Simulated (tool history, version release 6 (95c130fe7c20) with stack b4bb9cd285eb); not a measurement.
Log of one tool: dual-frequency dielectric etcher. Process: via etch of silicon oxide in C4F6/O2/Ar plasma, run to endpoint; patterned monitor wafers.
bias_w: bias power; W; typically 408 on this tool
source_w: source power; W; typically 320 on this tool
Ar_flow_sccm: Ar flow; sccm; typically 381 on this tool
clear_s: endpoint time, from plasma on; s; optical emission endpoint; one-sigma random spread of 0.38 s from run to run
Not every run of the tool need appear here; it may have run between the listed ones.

| run | day | bias_w | source_w | Ar_flow_sccm | incoming incoming film thickness, nm | clear_s |
|---|---|---|---|---|---|---|
| 1 | 0.000 | 348 | 320 | 450 | 188.6 | 55.9 |
|  | 3.371 | wet clean of the chamber |
| 2 | 3.992 | 408 | 350 | 453 | 188.8 | 47.3 |
| 3 | 9.575 | 408 | 350 | 453 | 189.0 | 48.2 |
| 4 | 11.538 | 408 | 320 | 381 | 188.7 | 49.4 |
|  | 12.283 | Ar flow controller replaced |
| 5 | 14.458 | 408 | 320 | 445 | 190.6 | 51.2 |
| 6 | 16.158 | 408 | 320 | 445 | 190.1 | 51.5 |
| 7 | 17.692 | 408 | 320 | 445 | 191.2 | 51.9 |
| 8 | 22.829 | 408 | 320 | 381 | 189.4 | 50.7 |
| 9 | 25.425 | 408 | 320 | 381 | 189.9 | 51.8 |
| 10 | 28.246 | 357 | 320 | 291 | 190.0 | 52.7 |
|  | 30.442 | wet clean of the chamber |
| 11 | 30.462 | 355 | 340 | 325 | 189.6 | 48.6 |
| 12 | 32.400 | 349 | 320 | 304 | 189.7 | 50.6 |
| 13 | 34.042 | 434 | 350 | 318 | 189.4 | 44.3 |
|  | 38.346 | source power generator calibrated |
| 14 | 45.450 | 340 | 380 | 381 | 189.7 | 48.4 |
| 15 | 48.154 | 508 | 370 | 381 | 188.1 | 41.7 |
| 16 | 52.500 | 408 | 320 | 445 | 187.5 | 51.0 |
|  | 54.729 | upper electrode replaced |
|  | 55.300 | bias power generator calibrated |
|  | 55.508 | wet clean of the chamber |
| 17 | 55.867 | 472 | 320 | 381 | 189.8 | 46.3 |
| 18 | 58.408 | 408 | 340 | 454 | 190.9 | 48.9 |
| 19 | 59.946 | 408 | 320 | 381 | 190.1 | 49.3 |
| 20 | 63.212 | 408 | 320 | 290 | 188.9 | 47.3 |
| 21 | 66.196 | 408 | 390 | 381 | 188.4 | 44.5 |
| 22 | 68.425 | 332 | 400 | 355 | 189.8 | 47.4 |
| 23 | 71.808 | 466 | 320 | 331 | 188.5 | 46.8 |
| 24 | 76.046 | 357 | 260 | 324 | 188.4 | 60.2 |
| 25 | 77.712 | 373 | 290 | 442 | 188.8 | 57.0 |
|  | 80.312 | wet clean of the chamber |
| 26 | 80.333 | 408 | 320 | 381 | 189.6 | 48.3 |
| 27 | 83.496 | 482 | 320 | 434 | 190.3 | 46.8 |
| 28 | 85.575 | 504 | 260 | 381 | 191.1 | 51.2 |

Alternative continuations, all from the tool just after run 28; predict every row:
| A | 85.592 | 408 | 320 | 427 | 188.7 | ? |
| B | 85.592 | 377 | 390 | 292 | 188.7 | ? |
| C | 85.592 | 450 | 280 | 357 | 188.7 | ? |
| D | 85.592 | 490 | 370 | 298 | 188.7 | ? |
| E | 85.592 | 408 | 320 | 454 | 188.7 | ? |

| run | clear_s |
|---|---|
| A | 50.0 |
| B | 44.1 |
| C | 51.2 |
| D | 41.1 |
| E | 50.4 |
Without the tool's hidden state the same runs would have given:
| run | clear_s |
|---|---|
| A | 49.5 |
| B | 43.6 |
| C | 50.6 |
| D | 40.6 |
| E | 49.8 |
